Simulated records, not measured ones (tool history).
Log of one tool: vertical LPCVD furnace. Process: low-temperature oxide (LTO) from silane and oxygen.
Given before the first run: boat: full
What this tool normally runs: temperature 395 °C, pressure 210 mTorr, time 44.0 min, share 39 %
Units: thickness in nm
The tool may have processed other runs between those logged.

run	hour	temperature	pressure	time	share	wafers since the last listed run	hours since the last temperature calibration	hours since the pressure gauge was zeroed	hours since the silane flow controller was replaced	hours since the gauge calibration	read-back reference wafer on the same gauge, thickness	thickness
1	0.0	395	190	44.0	39	0	4593.1	3193.3	1097.5	654.3	390.30	321.42
2	63.8	395	230	44.0	34	876	4656.9	3257.1	1161.3	718.1	389.57	327.93
3	121.6	395	210	44.0	39	794	4714.7	3314.9	1219.1	775.9	390.39	354.45
4	174.4	395	210	44.0	39	725	4767.5	3367.7	1271.9	828.7	389.95	356.36
5	224.1	395	210	44.0	39	683	4817.2	3417.4	1321.6	878.4	389.80	357.39
6	260.5	398	210	44.0	41	500	4853.6	3453.8	1358.0	914.8	390.07	392.44
7	326.6	395	210	44.0	39	908	4919.7	3519.9	1424.1	980.9	389.98	358.57
8	398.3	387	210	44.0	39	985	4991.4	3591.6	1495.8	1052.6	390.34	326.95
9	448.9	387	210	44.0	39	695	5042.0	3642.2	1546.4	1103.2	389.99	328.49
10	474.4	395	210	48.5	39	350	5067.5	3667.7	1571.9	1128.7	389.99	395.73
# hour 500.3: thermocouples replaced and temperature profile calibrated
11	522.5	395	210	48.5	39	331	22.2	3715.8	1620.0	1176.8	389.89	381.98
# hour 550.7: pressure gauge zeroed
12	588.5	395	210	48.5	39	577	88.2	37.8	1686.0	1242.8	390.17	384.37
13	622.8	395	210	44.0	39	471	122.5	72.1	1720.3	1277.1	390.11	349.76
14	691.4	395	210	44.0	39	942	191.1	140.7	1788.9	1345.7	390.63	348.56
# hour 878.3: silane flow controller replaced
15	891.1	402	210	48.5	39	2414	390.8	340.4	12.8	1545.4	390.55	411.47
# hour 894.9: gauge calibrated
16	916.8	402	235	26.5	42	353	416.5	366.1	38.5	21.9	390.00	274.81
17	973.5	404	210	44.0	39	779	473.2	422.8	95.2	78.6	390.01	381.47
18	1034.4	407	255	50.0	46	837	534.1	483.7	156.1	139.5	389.95	652.23
19	1087.1	407	170	27.0	39	724	586.8	536.4	208.8	192.2	389.87	196.05
20	1151.1	404	180	35.0	46	879	650.8	600.4	272.8	256.2	389.97	310.81
21	1218.8	395	210	44.0	39	930	718.5	668.1	340.5	323.9	390.20	346.29
22	1277.0	395	260	44.0	39	799	776.7	726.3	398.7	382.1	389.81	428.24
23	1323.4	395	210	44.0	39	637	823.1	772.7	445.1	428.5	390.02	347.04
24	1351.9	395	195	44.0	35	391	851.6	801.2	473.6	457.0	390.09	279.79
25	1417.7	395	210	44.0	44	904	917.4	867.0	539.4	522.8	390.01	397.64
26	1452.8	385	225	51.5	39	482	952.5	902.1	574.5	557.9	389.94	386.50
27	1517.8	395	210	44.0	39	893	1017.5	967.1	639.5	622.9	389.65	348.64
28	1589.6	407	170	44.0	39	986	1089.3	1038.9	711.3	694.7	389.70	322.93

Below are 3 alternative next runs, each starting from the tool's condition after run 28. Predict each:
A	1595.2	395	210	44.0	39	76	1094.9	1044.5	716.9	700.3	?	?
B	1595.2	395	185	44.0	39	76	1094.9	1044.5	716.9	700.3	?	?
C	1595.2	395	210	44.0	43	76	1094.9	1044.5	716.9	700.3	?	?

run	read-back reference wafer on the same gauge, thickness	thickness
A	389.99	349.81
B	389.99	308.16
C	389.99	391.88
Take away the tool's hidden state, keep each run's random variation, and the runs would have read:
run	thickness
A	341.41
B	300.77
C	382.99
